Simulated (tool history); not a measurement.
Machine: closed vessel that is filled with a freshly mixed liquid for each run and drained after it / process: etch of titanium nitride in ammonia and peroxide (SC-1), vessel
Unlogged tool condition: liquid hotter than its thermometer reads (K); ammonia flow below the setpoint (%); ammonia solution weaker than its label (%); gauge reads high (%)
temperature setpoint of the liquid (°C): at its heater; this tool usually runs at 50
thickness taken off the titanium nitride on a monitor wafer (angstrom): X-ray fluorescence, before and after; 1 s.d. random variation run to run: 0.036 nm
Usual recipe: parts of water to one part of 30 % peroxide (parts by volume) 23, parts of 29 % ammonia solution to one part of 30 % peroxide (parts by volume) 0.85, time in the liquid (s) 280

| run | hour | temperature setpoint of the liquid (°C) | parts of water to one part of 30 % peroxide (parts by volume) | parts of 29 % ammonia solution to one part of 30 % peroxide (parts by volume) | time in the liquid (s) | wafers since the last listed run | hours since the thermometer was replaced | hours since the ammonia flow meter was replaced | hours since the drum of ammonia solution was connected | hours since the gauge calibration | read-back film thickness of the titanium nitride reference wafer, read on the same gauge (nm) | thickness taken off the titanium nitride on a monitor wafer (angstrom) |
|---|---|---|---|---|---|---|---|---|---|---|---|---|
| 1 | 0 | 50 | 23 | 0.85 | 280 | 0 | 2049.7 | 529 | 943.8 | 107.6 | 49.99 | 95.4 |
|  | 25.2 | ammonia flow meter replaced |
| 2 | 25.7 | 50 | 23 | 0.6 | 235 | 1712 | 2075.4 | 0.5 | 969.5 | 133.3 | 50 | 76.6 |
| 3 | 53.6 | 50 | 23 | 0.55 | 280 | 1934 | 2103.3 | 28.4 | 997.4 | 161.2 | 50.01 | 90.3 |
|  | 67.8 | new drum of ammonia solution connected |
| 4 | 77.5 | 50 | 23 | 0.85 | 280 | 1587 | 2127.2 | 52.3 | 9.7 | 185.1 | 50.03 | 96.6 |
| 5 | 95.9 | 50 | 23 | 0.85 | 280 | 1275 | 2145.6 | 70.7 | 28.1 | 203.5 | 49.99 | 96.9 |
| 6 | 108.3 | 50 | 23 | 0.85 | 280 | 859 | 2158 | 83.1 | 40.5 | 215.9 | 49.99 | 96.9 |
| 7 | 125 | 50 | 23 | 1.2 | 150 | 1157 | 2174.7 | 99.8 | 57.2 | 232.6 | 49.99 | 55.1 |
| 8 | 147.6 | 50 | 23 | 0.85 | 145 | 1567 | 2197.3 | 122.4 | 79.8 | 255.2 | 50 | 50 |
|  | 174.3 | thermometer replaced |
| 9 | 180.5 | 53.5 | 27.5 | 0.7 | 430 | 2211 | 6.2 | 155.3 | 112.7 | 288.1 | 50 | 164.3 |
| 10 | 214.9 | 57 | 23 | 1.15 | 280 | 2385 | 40.6 | 189.7 | 147.1 | 322.5 | 49.99 | 164.3 |
| 11 | 234.4 | 50 | 23 | 0.85 | 280 | 1352 | 60.1 | 209.2 | 166.6 | 342 | 49.99 | 95.7 |
| 12 | 247.4 | 45.5 | 13.5 | 1 | 165 | 901 | 73.1 | 222.2 | 179.6 | 355 | 50 | 56.8 |
| 13 | 282 | 50 | 23 | 0.85 | 280 | 2399 | 107.7 | 256.8 | 214.2 | 389.6 | 50.02 | 97.1 |
| 14 | 295.6 | 53 | 23 | 0.85 | 280 | 943 | 121.3 | 270.4 | 227.8 | 403.2 | 49.98 | 118.6 |
| 15 | 321.5 | 50 | 23 | 0.85 | 280 | 1795 | 147.2 | 296.3 | 253.7 | 429.1 | 50 | 96.3 |
| 16 | 334.8 | 50 | 23 | 0.85 | 415 | 922 | 160.5 | 309.6 | 267 | 442.4 | 49.99 | 142.9 |
| 17 | 362.3 | 45.5 | 23 | 0.85 | 430 | 1906 | 188 | 337.1 | 294.5 | 469.9 | 49.99 | 107.6 |
| 18 | 377.1 | 50 | 19 | 0.85 | 370 | 1026 | 202.8 | 351.9 | 309.3 | 484.7 | 50 | 141 |
| 19 | 393.3 | 52.5 | 23 | 0.85 | 280 | 1123 | 219 | 368.1 | 325.5 | 500.9 | 50.01 | 113.8 |
| 20 | 424.2 | 43.5 | 14 | 0.65 | 405 | 2142 | 249.9 | 399 | 356.4 | 531.8 | 49.98 | 109.4 |
| 21 | 458.2 | 44 | 23 | 0.85 | 280 | 2357 | 283.9 | 433 | 390.4 | 565.8 | 49.99 | 62.5 |
| 22 | 485.3 | 50 | 16 | 0.85 | 435 | 1879 | 311 | 460.1 | 417.5 | 592.9 | 50.01 | 181.3 |
| 23 | 512.3 | 53.5 | 11.5 | 1.05 | 200 | 1872 | 338 | 487.1 | 444.5 | 619.9 | 49.98 | 130.8 |
| 24 | 540.6 | 43.5 | 23 | 0.6 | 280 | 1962 | 366.3 | 515.4 | 472.8 | 648.2 | 50 | 56.2 |
| 25 | 567.6 | 59 | 23 | 0.7 | 280 | 1872 | 393.3 | 542.4 | 499.8 | 675.2 | 50.01 | 168.6 |
| 26 | 579.8 | 41 | 18.5 | 0.85 | 410 | 845 | 405.5 | 554.6 | 512 | 687.4 | 50.02 | 82.7 |
| 27 | 610.5 | 50 | 23 | 0.85 | 280 | 2128 | 436.2 | 585.3 | 542.7 | 718.1 | 50.01 | 94.9 |

Below are 5 alternative next runs, each starting from the tool's condition after run 27. Predict each:
| A | 611.2 | 50 | 23 | 0.85 | 280 | 48 | 436.9 | 586 | 543.4 | 718.8 | ? | ? |
| B | 611.2 | 50 | 19.5 | 0.85 | 405 | 48 | 436.9 | 586 | 543.4 | 718.8 | ? | ? |
| C | 611.2 | 50 | 11.5 | 1.05 | 445 | 48 | 436.9 | 586 | 543.4 | 718.8 | ? | ? |
| D | 611.2 | 57 | 23 | 0.55 | 360 | 48 | 436.9 | 586 | 543.4 | 718.8 | ? | ? |
| E | 611.2 | 47 | 28.5 | 0.45 | 140 | 48 | 436.9 | 586 | 543.4 | 718.8 | ? | ? |

| run | read-back film thickness of the titanium nitride reference wafer, read on the same gauge (nm) | thickness taken off the titanium nitride on a monitor wafer (angstrom) |
|---|---|---|
| A | 49.98 | 95.3 |
| B | 49.98 | 151.1 |
| C | 49.98 | 228.2 |
| D | 49.98 | 182.2 |
| E | 49.98 | 30.3 |
The same runs, with their run-to-run variation unchanged, on a tool lacking any hidden condition would have given:
| run | thickness taken off the titanium nitride on a monitor wafer (angstrom) |
|---|---|
| A | 97.7 |
| B | 154.8 |
| C | 233.1 |
| D | 187 |
| E | 31.1 |
